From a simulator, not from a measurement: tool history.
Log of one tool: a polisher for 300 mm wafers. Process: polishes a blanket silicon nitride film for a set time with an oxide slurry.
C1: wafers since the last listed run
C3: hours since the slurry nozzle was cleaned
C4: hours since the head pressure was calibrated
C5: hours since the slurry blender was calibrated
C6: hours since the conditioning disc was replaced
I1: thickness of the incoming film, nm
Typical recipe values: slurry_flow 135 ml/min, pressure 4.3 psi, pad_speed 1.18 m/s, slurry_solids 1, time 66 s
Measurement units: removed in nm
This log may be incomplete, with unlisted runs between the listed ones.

{"run": 1, "hour": 0.0, "slurry_flow": 135, "pressure": 4.3, "pad_speed": 1.18, "slurry_solids": 1.15, "time": 66, "C1": 0, "wafers polished on this pad": 405, "C3": 558.9, "C4": 578.9, "C5": 327.1, "C6": 213.7, "I1": 438.3, "removed": 50.5}
{"run": 2, "hour": 10.3, "slurry_flow": 135, "pressure": 4.3, "pad_speed": 1.38, "slurry_solids": 1, "time": 66, "C1": 132, "wafers polished on this pad": 538, "C3": 569.2, "C4": 589.2, "C5": 337.4, "C6": 224, "I1": 437, "removed": 54.2}
{"run": 3, "hour": 27.6, "slurry_flow": 135, "pressure": 4.3, "pad_speed": 1.38, "slurry_solids": 1, "time": 66, "C1": 222, "wafers polished on this pad": 760, "C3": 586.5, "C4": 606.5, "C5": 354.7, "C6": 241.3, "I1": 439.7, "removed": 54.5}
{"run": 4, "hour": 38.3, "slurry_flow": 170, "pressure": 4.3, "pad_speed": 1.18, "slurry_solids": 1, "time": 66, "C1": 137, "wafers polished on this pad": 897, "C3": 597.2, "C4": 617.2, "C5": 365.4, "C6": 252, "I1": 437.1, "removed": 49.2}
{"run": 5, "hour": 48.0, "slurry_flow": 170, "pressure": 4.3, "pad_speed": 1.18, "slurry_solids": 1, "time": 66, "C1": 124, "wafers polished on this pad": 1022, "C3": 606.9, "C4": 626.9, "C5": 375.1, "C6": 261.7, "I1": 448.7, "removed": 49.3}
{"hour": 91.1, "done": "worn pad replaced by a new one"}
{"run": 6, "hour": 98.2, "slurry_flow": 170, "pressure": 4.3, "pad_speed": 1.18, "slurry_solids": 1, "time": 66, "C1": 593, "wafers polished on this pad": 91, "C3": 657.1, "C4": 677.1, "C5": 425.3, "C6": 311.9, "I1": 443.5, "removed": 49}
{"run": 7, "hour": 108.0, "slurry_flow": 135, "pressure": 4.3, "pad_speed": 1.18, "slurry_solids": 0.95, "time": 66, "C1": 125, "wafers polished on this pad": 217, "C3": 666.9, "C4": 686.9, "C5": 435.1, "C6": 321.7, "I1": 439.5, "removed": 46.5}
{"run": 8, "hour": 114.6, "slurry_flow": 135, "pressure": 4.3, "pad_speed": 1.18, "slurry_solids": 0.95, "time": 66, "C1": 84, "wafers polished on this pad": 302, "C3": 673.5, "C4": 693.5, "C5": 441.7, "C6": 328.3, "I1": 445.1, "removed": 46.2}
{"hour": 127.5, "done": "slurry blender recalibrated"}
{"run": 9, "hour": 128.0, "slurry_flow": 135, "pressure": 4.3, "pad_speed": 1.18, "slurry_solids": 0.95, "time": 66, "C1": 146, "wafers polished on this pad": 448, "C3": 686.9, "C4": 706.9, "C5": 0.5, "C6": 341.7, "I1": 441.8, "removed": 46}
{"run": 10, "hour": 136.2, "slurry_flow": 135, "pressure": 4.3, "pad_speed": 1.18, "slurry_solids": 1, "time": 66, "C1": 105, "wafers polished on this pad": 554, "C3": 695.1, "C4": 715.1, "C5": 8.7, "C6": 349.9, "I1": 438.9, "removed": 46.2}
{"hour": 142.9, "done": "conditioning disc replaced and pad reconditioned"}
{"run": 11, "hour": 147.1, "slurry_flow": 135, "pressure": 4.3, "pad_speed": 1.4, "slurry_solids": 1, "time": 66, "C1": 114, "wafers polished on this pad": 668, "C3": 706, "C4": 726, "C5": 19.6, "C6": 4.2, "I1": 436, "removed": 48.3}
{"run": 12, "hour": 163.8, "slurry_flow": 110, "pressure": 5.1, "pad_speed": 1.04, "slurry_solids": 1, "time": 78, "C1": 214, "wafers polished on this pad": 882, "C3": 722.7, "C4": 742.7, "C5": 36.3, "C6": 20.9, "I1": 445.4, "removed": 50.1}
{"run": 13, "hour": 170.2, "slurry_flow": 135, "pressure": 5.1, "pad_speed": 1.18, "slurry_solids": 1, "time": 66, "C1": 82, "wafers polished on this pad": 965, "C3": 729.1, "C4": 749.1, "C5": 42.7, "C6": 27.3, "I1": 435.9, "removed": 48.3}
{"run": 14, "hour": 186.4, "slurry_flow": 155, "pressure": 4.3, "pad_speed": 1.18, "slurry_solids": 1, "time": 84, "C1": 208, "wafers polished on this pad": 1173, "C3": 745.3, "C4": 765.3, "C5": 58.9, "C6": 43.5, "I1": 437.9, "removed": 56.2}
{"run": 15, "hour": 202.0, "slurry_flow": 135, "pressure": 4.3, "pad_speed": 1.18, "slurry_solids": 0.95, "time": 66, "C1": 200, "wafers polished on this pad": 1373, "C3": 760.9, "C4": 780.9, "C5": 74.5, "C6": 59.1, "I1": 437.6, "removed": 43.1}
{"hour": 210.1, "done": "worn pad replaced by a new one"}
{"hour": 219.2, "done": "conditioning disc replaced and pad reconditioned, repeated, since the last time left the tool worse"}
{"run": 16, "hour": 219.7, "slurry_flow": 135, "pressure": 4.3, "pad_speed": 1.18, "slurry_solids": 1.15, "time": 66, "C1": 150, "wafers polished on this pad": 97, "C3": 778.6, "C4": 798.6, "C5": 92.2, "C6": 0.5, "I1": 443.3, "removed": 52.1}
{"hour": 226.7, "done": "head pressure recalibrated"}
{"hour": 227.5, "done": "slurry nozzle cleaned"}
{"run": 17, "hour": 231.5, "slurry_flow": 105, "pressure": 4.3, "pad_speed": 1.58, "slurry_solids": 1, "time": 66, "C1": 115, "wafers polished on this pad": 212, "C3": 4, "C4": 4.8, "C5": 104, "C6": 12.3, "I1": 435.1, "removed": 59.6}
{"run": 18, "hour": 243.4, "slurry_flow": 135, "pressure": 4.3, "pad_speed": 1.18, "slurry_solids": 1, "time": 66, "C1": 152, "wafers polished on this pad": 364, "C3": 15.9, "C4": 16.7, "C5": 115.9, "C6": 24.2, "I1": 433.2, "removed": 49.3}
{"run": 19, "hour": 252.9, "slurry_flow": 135, "pressure": 4.7, "pad_speed": 0.96, "slurry_solids": 1.25, "time": 73, "C1": 122, "wafers polished on this pad": 487, "C3": 25.4, "C4": 26.2, "C5": 125.4, "C6": 33.7, "I1": 439.9, "removed": 53.5}
{"run": 20, "hour": 264.4, "slurry_flow": 135, "pressure": 4.3, "pad_speed": 1.18, "slurry_solids": 1, "time": 47, "C1": 147, "wafers polished on this pad": 634, "C3": 36.9, "C4": 37.7, "C5": 136.9, "C6": 45.2, "I1": 436.6, "removed": 35.6}
{"run": 21, "hour": 274.5, "slurry_flow": 150, "pressure": 5.5, "pad_speed": 0.88, "slurry_solids": 1, "time": 66, "C1": 129, "wafers polished on this pad": 764, "C3": 47, "C4": 47.8, "C5": 147, "C6": 55.3, "I1": 437.5, "removed": 46.4}
{"run": 22, "hour": 290.7, "slurry_flow": 135, "pressure": 4.3, "pad_speed": 1.18, "slurry_solids": 1, "time": 87, "C1": 208, "wafers polished on this pad": 972, "C3": 63.2, "C4": 64, "C5": 163.2, "C6": 71.5, "I1": 438.9, "removed": 65.1}
{"run": 23, "hour": 297.2, "slurry_flow": 170, "pressure": 4.3, "pad_speed": 1.18, "slurry_solids": 1, "time": 66, "C1": 83, "wafers polished on this pad": 1055, "C3": 69.7, "C4": 70.5, "C5": 169.7, "C6": 78, "I1": 442.1, "removed": 50.7}
{"hour": 342.3, "done": "worn pad replaced by a new one"}
{"run": 24, "hour": 348.9, "slurry_flow": 135, "pressure": 4.3, "pad_speed": 1.18, "slurry_solids": 1, "time": 66, "C1": 612, "wafers polished on this pad": 85, "C3": 121.4, "C4": 122.2, "C5": 221.4, "C6": 129.7, "I1": 432.8, "removed": 49.3}
{"run": 25, "hour": 363.0, "slurry_flow": 115, "pressure": 3.6, "pad_speed": 0.88, "slurry_solids": 1, "time": 46, "C1": 181, "wafers polished on this pad": 266, "C3": 135.5, "C4": 136.3, "C5": 235.5, "C6": 143.8, "I1": 432.5, "removed": 23.4}

Each run again, without the hidden state but with its own random variation kept:
Hidden conditions of the tool in this case: removal rate lost through wear of the pad, %; slurry flow missing at the pad, %; deviation of the head's pressure from its setpoint, %; abrasive missing from the slurry, %; time polished since the conditioner stopped cutting, s.
run=1 removed=52.2
run=2 removed=56.5
run=3 removed=57.1
run=4 removed=51.3
run=5 removed=51.5
run=6 removed=51.9
run=7 removed=49.5
run=8 removed=49.2
run=9 removed=49.3
run=10 removed=49.6
run=11 removed=56.5
run=12 removed=57.3
run=13 removed=56.1
run=14 removed=64.4
run=15 removed=49.4
run=16 removed=52.6
run=17 removed=60.3
run=18 removed=49.8
run=19 removed=53.9
run=20 removed=36
run=21 removed=46.8
run=22 removed=65.9
run=23 removed=51.4
run=24 removed=50.2
run=25 removed=23.8
